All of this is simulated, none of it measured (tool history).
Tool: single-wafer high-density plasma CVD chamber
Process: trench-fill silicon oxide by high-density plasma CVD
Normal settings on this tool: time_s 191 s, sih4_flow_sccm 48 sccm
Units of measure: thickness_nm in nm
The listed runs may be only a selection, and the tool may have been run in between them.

run    hour  time_s  sih4_flow_sccm  wafers since the last listed run  hours since the silane flow controller was replaced  hours since the gauge calibration  read-back reference wafer on the same gauge, thickness_nm  thickness_nm
  1       0     191              45                                 0                                               2293.3                              325.3                                                    808.309       850.611
  2     130     214              48                              1309                                               2423.3                              455.3                                                    813.921      1024.308
  3   170.3     214              48                               406                                               2463.6                              495.6                                                     814.36      1019.247
  4     369     191              55                              2001                                               2662.3                              694.3                                                    817.588      1044.856
  5   416.1     191              48                               474                                               2709.4                              741.4                                                    819.218       915.156
  6   472.7     191              48                               570                                                 2766                                798                                                    819.995       925.037
  7   531.1     168              52                               588                                               2824.4                              856.4                                                    821.251       878.309
  8   560.1     168              52                               292                                               2853.4                              885.4                                                    823.189       883.826
  9   587.5     206              45                               276                                               2880.8                              912.8                                                    823.957       933.966
 10   634.6     206              45                               474                                               2927.9                              959.9                                                    822.629        934.53
 11     669     191              41                               346                                               2962.3                              994.3                                                    822.228       789.832
 12   733.2     191              41                               646                                               3026.5                             1058.5                                                    821.817        786.55
 13     804     191              48                               713                                               3097.3                             1129.3                                                    822.454       926.452
 14   870.6     191              48                               671                                               3163.9                             1195.9                                                     824.05       920.809
 15   981.4     191              48                              1116                                               3274.7                             1306.7                                                    824.027       926.698
 16  1011.3     191              54                               301                                               3304.6                             1336.6                                                    823.616      1035.563
 17  1052.8     154              54                               418                                               3346.1                             1378.1                                                    824.215       839.191
     1075.7  -- gauge calibrated
 18  1105.9     224              42                               534                                               3399.2                               30.2                                                    782.806       907.172
 19  1130.3     191              48                               245                                               3423.6                               54.6                                                    785.571       881.548
 20  1164.4     162              43                               343                                               3457.7                               88.7                                                    787.786       675.329
 21  1210.4     191              40                               463                                               3503.7                              134.7                                                    790.366       740.777
 22    1237     191              52                               267                                               3530.3                              161.3                                                    792.017       961.807
 23  1307.2     156              44                               707                                               3600.5                              231.5                                                    796.076       667.763
 24    1370     169              55                               632                                               3663.3                              294.3                                                    800.581       908.515
     1412.7  -- silane flow controller replaced
 25  1415.1     168              52                               373                                                  2.4                              339.4                                                    799.415       857.101
 26  1442.5     168              45                               276                                                 29.8                              366.8                                                    801.471       744.664
 27  1561.8     172              48                              1201                                                149.1                              486.1                                                    803.185        814.91
 28  1598.4     191              48                               368                                                185.7                              522.7                                                     805.26       904.084
 29    1650     207              45                               519                                                237.3                              574.3                                                    806.246       921.481
 30  1678.9     205              42                               291                                                266.2                              603.2                                                    809.409       850.723
 31  1737.5     165              44                               590                                                324.8                              661.8                                                    807.235       714.712
 32  1784.8     191              48                               476                                                372.1                              709.1                                                    808.702       907.824
 33  1846.7     179              48                               623                                                  434                                771                                                    808.263        848.11

Entry by entry between the runs, the difference in hidden state between the last listed run before and the first listed run after:
After run 17, before run 18: gauge calibrated (hour 1075.7)
  gauge reads high (%): 5 -> -0.123
  what was measured, less what the result would be without the hidden state, thickness_nm: +39.986 -> -1.119 nm
After run 24, before run 25: silane flow controller replaced (hour 1412.7)
  gauge reads high (%): 1.71 -> 1.92
  what was measured, less what the result would be without the hidden state, thickness_nm: +15.241 -> +16.151 nm

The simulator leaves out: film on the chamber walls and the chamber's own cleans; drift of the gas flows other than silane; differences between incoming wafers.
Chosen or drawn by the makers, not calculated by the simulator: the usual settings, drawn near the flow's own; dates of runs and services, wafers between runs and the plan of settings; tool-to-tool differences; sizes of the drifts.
